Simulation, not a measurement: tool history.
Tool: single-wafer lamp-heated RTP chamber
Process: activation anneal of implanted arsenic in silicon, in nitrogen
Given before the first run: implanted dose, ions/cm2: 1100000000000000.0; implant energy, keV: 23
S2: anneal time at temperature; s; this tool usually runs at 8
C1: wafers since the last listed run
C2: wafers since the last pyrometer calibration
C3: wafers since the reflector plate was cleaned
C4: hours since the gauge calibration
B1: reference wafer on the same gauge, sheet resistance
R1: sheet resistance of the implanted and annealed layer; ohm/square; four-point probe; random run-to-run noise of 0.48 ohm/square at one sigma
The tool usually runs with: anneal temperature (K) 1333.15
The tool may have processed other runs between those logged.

Run 1, hour 0: usual settings; C1 0; C2 1972; C3 5757; C4 2195.3; B1 143.96. Result: R1 122.97 ohm/square.
Run 2, hour 64.5: usual settings but anneal temperature (K) 1354.15; C1 1096; C2 3069; C3 6854; C4 2259.8; B1 144.06. Result: R1 119.48 ohm/square.
Run 3, hour 109.8: usual settings but anneal temperature (K) 1354.15; C1 769; C2 3839; C3 7623; C4 2305.1; B1 144. Result: R1 119.45 ohm/square.
Run 4, hour 204: usual settings but S2 12 s; C1 1601; C2 5440; C3 9225; C4 2399.3; B1 143.77. Result: R1 118.47 ohm/square.
At hour 222.8: reflector plate cleaned.
Run 5, hour 252.8: usual settings but S2 12 s; C1 693; C2 6133; C3 510; C4 2448.1; B1 144.06. Result: R1 119.87 ohm/square.
Run 6, hour 325: usual settings but S2 12 s; C1 1227; C2 7360; C3 1737; C4 2520.3; B1 143.76. Result: R1 119.74 ohm/square.
Run 7, hour 409.4: usual settings; C1 1434; C2 8795; C3 3172; C4 2604.7; B1 144.02. Result: R1 124.14 ohm/square.
At hour 423.3: pyrometer window cleaned and pyrometer calibrated.
Run 8, hour 497.9: usual settings; C1 1368; C2 1268; C3 4540; C4 2693.2; B1 144. Result: R1 123.71 ohm/square.
Run 9, hour 536.1: usual settings; C1 649; C2 1917; C3 5189; C4 2731.4; B1 143.91. Result: R1 123.7 ohm/square.
Run 10, hour 619.2: usual settings; C1 1412; C2 3330; C3 6602; C4 2814.5; B1 143.92. Result: R1 123.32 ohm/square.
Run 11, hour 708.7: usual settings; C1 1521; C2 4851; C3 8123; C4 2904; B1 143.89. Result: R1 123.28 ohm/square.
Run 12, hour 770.2: usual settings; C1 1045; C2 5896; C3 9168; C4 2965.5; B1 143.96. Result: R1 123.13 ohm/square.
At hour 802.7: reflector plate cleaned.
At hour 819.1: gauge calibrated.
Run 13, hour 838.6: usual settings; C1 1026; C2 6923; C3 609; C4 19.5; B1 143.94. Result: R1 124.21 ohm/square.
Run 14, hour 903.9: usual settings; C1 1109; C2 8033; C3 1719; C4 84.8; B1 143.97. Result: R1 123.87 ohm/square.
At hour 922: pyrometer window cleaned and pyrometer calibrated.
Run 15, hour 982.4: usual settings but anneal temperature (K) 1354.15, S2 12 s; C1 1198; C2 1027; C3 2917; C4 163.3; B1 143.89. Result: R1 115.89 ohm/square.
Run 16, hour 1072: usual settings but anneal temperature (K) 1306.15, S2 11 s; C1 1522; C2 2549; C3 4440; C4 252.9; B1 144.08. Result: R1 126.69 ohm/square.
Run 17, hour 1152.1: usual settings but S2 6 s; C1 1361; C2 3911; C3 5801; C4 333; B1 144.32. Result: R1 126.49 ohm/square.
Run 18, hour 1234.3: usual settings; C1 1397; C2 5308; C3 7198; C4 415.2; B1 144.21. Result: R1 122.99 ohm/square.
At hour 1312: reflector plate cleaned.
Run 19, hour 1369.3: usual settings but S2 5 s; C1 2158; C2 7466; C3 973; C4 550.2; B1 144.05. Result: R1 127.57 ohm/square.
At hour 1417.8: pyrometer window cleaned and pyrometer calibrated.
Run 20, hour 1472.6: usual settings but anneal temperature (K) 1350.15, S2 9 s; C1 1619; C2 930; C3 2593; C4 653.5; B1 144.13. Result: R1 120.05 ohm/square.
Run 21, hour 1649.4: usual settings but anneal temperature (K) 1359.15, S2 13 s; C1 3004; C2 3935; C3 5598; C4 830.3; B1 144.15. Result: R1 113.45 ohm/square.
Run 22, hour 1740.2: usual settings but anneal temperature (K) 1343.15, S2 4 s; C1 1543; C2 5478; C3 7141; C4 921.1; B1 143.96. Result: R1 127.91 ohm/square.
At hour 1859.6: reflector plate cleaned.
At hour 1914.6: pyrometer window cleaned and pyrometer calibrated.
Run 23, hour 1915.1: usual settings but anneal temperature (K) 1304.15, S2 3 s; C1 2700; C2 8; C3 807; C4 1096; B1 143.8. Result: R1 140.24 ohm/square.
Run 24, hour 2004.7: usual settings; C1 1522; C2 1531; C3 2330; C4 1185.6; B1 144.22. Result: R1 124.03 ohm/square.
Run 25, hour 2089.9: usual settings; C1 1448; C2 2979; C3 3778; C4 1270.8; B1 143.93. Result: R1 124.79 ohm/square.
Run 26, hour 2254: usual settings but anneal temperature (K) 1304.15, S2 4 s; C1 2789; C2 5768; C3 6567; C4 1434.9; B1 144.26. Result: R1 136.09 ohm/square.
At hour 2369.3: reflector plate cleaned.
Run 27, hour 2372.3: usual settings but anneal temperature (K) 1353.15, S2 12 s; C1 1874; C2 7642; C3 51; C4 1553.2; B1 144.07. Result: R1 116.84 ohm/square.
At hour 2437.3: pyrometer window cleaned and pyrometer calibrated.
Run 28, hour 2459.9: usual settings but anneal temperature (K) 1356.15, S2 12 s; C1 1352; C2 384; C3 1404; C4 1640.8; B1 143.96. Result: R1 115.39 ohm/square.
Run 29, hour 2528.4: usual settings but anneal temperature (K) 1361.15, S2 11 s; C1 1164; C2 1548; C3 2568; C4 1709.3; B1 143.96. Result: R1 115.74 ohm/square.

Alternative continuations, all from the tool just after run 29; predict every row:
Run A, hour 2528.8: usual settings but anneal temperature (K) 1304.15; C1 6; C2 1555; C3 2575; C4 1709.7; B1 ?. Result: R1 ?.
Run B, hour 2528.8: usual settings but anneal temperature (K) 1341.15; C1 6; C2 1555; C3 2575; C4 1709.7; B1 ?. Result: R1 ?.
Run C, hour 2528.8: usual settings but anneal temperature (K) 1315.15, S2 12 s; C1 6; C2 1555; C3 2575; C4 1709.7; B1 ?. Result: R1 ?.
Run D, hour 2528.8: usual settings but anneal temperature (K) 1341.15, S2 10 s; C1 6; C2 1555; C3 2575; C4 1709.7; B1 ?. Result: R1 ?.
Run E, hour 2528.8: usual settings but anneal temperature (K) 1344.15, S2 12 s; C1 6; C2 1555; C3 2575; C4 1709.7; B1 ?. Result: R1 ?.

run      B1      R1
  A  143.98  129.82
  B  143.98  122.04
  C  143.98  123.66
  D  143.98  119.96
  E  143.98  117.63
Without the tool's hidden state the same runs would have given:
run      R1
  A  130.65
  B  122.71
  C  124.42
  D  120.66
  E  118.34
